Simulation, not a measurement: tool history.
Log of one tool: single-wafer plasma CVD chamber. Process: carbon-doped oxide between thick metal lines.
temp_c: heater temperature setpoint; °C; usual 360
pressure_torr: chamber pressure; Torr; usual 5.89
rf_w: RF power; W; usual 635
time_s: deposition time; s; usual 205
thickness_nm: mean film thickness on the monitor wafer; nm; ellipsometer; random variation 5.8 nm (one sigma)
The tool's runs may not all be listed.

| run | day | temp_c | pressure_torr | rf_w | time_s | wafers since the last listed run | hours since the last thermocouple change | hours since the last RF generator calibration | hours since the last manometer calibration | hours since the showerhead was replaced | hours since the gauge calibration | read-back reference wafer on the same gauge, thickness_nm | thickness_nm |
|---|---|---|---|---|---|---|---|---|---|---|---|---|---|
| 1 | 0.000 | 360 | 5.89 | 635 | 205 | 0 | 1091.7 | 906.4 | 1548.0 | 3978.7 | 1007.7 | 1117.209 | 1165.766 |
| 2 | 2.246 | 360 | 5.89 | 635 | 205 | 626 | 1145.6 | 960.3 | 1601.9 | 4032.6 | 1061.6 | 1120.720 | 1168.159 |
| 3 | 3.850 | 360 | 5.89 | 635 | 205 | 447 | 1184.1 | 998.8 | 1640.4 | 4071.1 | 1100.1 | 1118.797 | 1164.151 |
| 4 | 5.638 | 351 | 5.89 | 635 | 222 | 498 | 1227.0 | 1041.7 | 1683.3 | 4114.0 | 1143.0 | 1118.660 | 1297.387 |
| 5 | 6.846 | 351 | 5.89 | 635 | 222 | 337 | 1256.0 | 1070.7 | 1712.3 | 4143.0 | 1172.0 | 1120.725 | 1304.255 |
| 6 | 8.158 | 351 | 5.89 | 635 | 222 | 366 | 1287.5 | 1102.2 | 1743.8 | 4174.5 | 1203.5 | 1121.223 | 1288.118 |
|  | 9.850 | thermocouple changed; heater temperature recalibrated |
| 7 | 10.479 | 371 | 5.89 | 635 | 195 | 554 | 15.1 | 1157.9 | 1799.5 | 4230.2 | 1259.2 | 1117.696 | 1091.109 |
| 8 | 11.946 | 371 | 5.89 | 635 | 195 | 409 | 50.3 | 1193.1 | 1834.7 | 4265.4 | 1294.4 | 1120.101 | 1093.347 |
| 9 | 14.804 | 360 | 5.89 | 635 | 205 | 797 | 118.9 | 1261.7 | 1903.3 | 4334.0 | 1363.0 | 1120.515 | 1177.730 |
| 10 | 16.758 | 360 | 5.89 | 635 | 205 | 545 | 165.8 | 1308.6 | 1950.2 | 4380.9 | 1409.9 | 1117.541 | 1164.322 |
|  | 17.475 | capacitance manometer re-zeroed and calibrated |
|  | 18.033 | gauge calibrated |
| 11 | 18.438 | 360 | 5.89 | 635 | 205 | 375 | 206.1 | 1348.9 | 23.1 | 4421.2 | 9.7 | 1120.297 | 1168.228 |
| 12 | 21.275 | 360 | 5.89 | 690 | 178 | 792 | 274.2 | 1417.0 | 91.2 | 4489.3 | 77.8 | 1121.733 | 1065.950 |
| 13 | 22.371 | 360 | 5.89 | 635 | 205 | 305 | 300.5 | 1443.3 | 117.5 | 4515.6 | 104.1 | 1119.707 | 1169.280 |
| 14 | 25.029 | 372 | 5.89 | 635 | 227 | 742 | 364.3 | 1507.1 | 181.3 | 4579.4 | 167.9 | 1120.455 | 1264.224 |
| 15 | 27.496 | 351 | 5.89 | 635 | 237 | 688 | 423.5 | 1566.3 | 240.5 | 4638.6 | 227.1 | 1120.061 | 1382.307 |
|  | 28.125 | showerhead replaced |
| 16 | 29.742 | 360 | 4.95 | 685 | 245 | 533 | 477.4 | 1620.2 | 294.4 | 38.8 | 281.0 | 1120.070 | 1409.902 |
| 17 | 31.683 | 351 | 5.89 | 635 | 222 | 542 | 524.0 | 1666.8 | 341.0 | 85.4 | 327.6 | 1121.246 | 1290.759 |
| 18 | 33.567 | 360 | 5.89 | 635 | 205 | 525 | 569.2 | 1712.0 | 386.2 | 130.6 | 372.8 | 1121.284 | 1162.571 |
| 19 | 36.542 | 360 | 5.89 | 710 | 180 | 830 | 640.6 | 1783.4 | 457.6 | 202.0 | 444.2 | 1118.826 | 1096.096 |
| 20 | 38.050 | 360 | 5.89 | 725 | 205 | 421 | 676.8 | 1819.6 | 493.8 | 238.2 | 480.4 | 1118.366 | 1252.715 |
|  | 39.667 | RF generator calibrated |
| 21 | 40.658 | 350 | 7.01 | 715 | 205 | 635 | 739.4 | 23.8 | 556.4 | 300.8 | 543.0 | 1120.524 | 1301.825 |
| 22 | 42.062 | 360 | 5.89 | 635 | 230 | 391 | 773.1 | 57.5 | 590.1 | 334.5 | 576.7 | 1119.045 | 1313.767 |
| 23 | 44.471 | 374 | 4.51 | 565 | 181 | 672 | 830.9 | 115.3 | 647.9 | 392.3 | 634.5 | 1120.476 | 907.090 |
| 24 | 46.200 | 360 | 5.89 | 530 | 226 | 482 | 872.4 | 156.8 | 689.4 | 433.8 | 676.0 | 1120.003 | 1156.010 |
| 25 | 48.046 | 360 | 5.89 | 635 | 205 | 515 | 916.7 | 201.1 | 733.7 | 478.1 | 720.3 | 1120.235 | 1168.060 |
| 26 | 50.075 | 372 | 6.29 | 600 | 194 | 566 | 965.4 | 249.8 | 782.4 | 526.8 | 769.0 | 1119.073 | 1048.379 |
| 27 | 51.575 | 351 | 5.48 | 690 | 174 | 418 | 1001.4 | 285.8 | 818.4 | 562.8 | 805.0 | 1119.739 | 1051.740 |
| 28 | 53.471 | 360 | 5.89 | 635 | 205 | 529 | 1046.9 | 331.3 | 863.9 | 608.3 | 850.5 | 1119.783 | 1173.258 |

4 ways to go on from here, each from the tool as it stands after run 28. What would each give?
| A | 53.492 | 360 | 5.89 | 635 | 205 | 5 | 1047.4 | 331.8 | 864.4 | 608.8 | 851.0 | ? | ? |
| B | 53.492 | 374 | 5.89 | 635 | 186 | 5 | 1047.4 | 331.8 | 864.4 | 608.8 | 851.0 | ? | ? |
| C | 53.492 | 350 | 5.89 | 635 | 205 | 5 | 1047.4 | 331.8 | 864.4 | 608.8 | 851.0 | ? | ? |
| D | 53.492 | 360 | 5.13 | 575 | 239 | 5 | 1047.4 | 331.8 | 864.4 | 608.8 | 851.0 | ? | ? |

| run | read-back reference wafer on the same gauge, thickness_nm | thickness_nm |
|---|---|---|
| A | 1120.252 | 1173.912 |
| B | 1120.252 | 1036.284 |
| C | 1120.252 | 1200.424 |
| D | 1120.252 | 1273.002 |
Without the tool's hidden state the same runs would have given:
| run | thickness_nm |
|---|---|
| A | 1173.912 |
| B | 1036.284 |
| C | 1200.424 |
| D | 1273.002 |
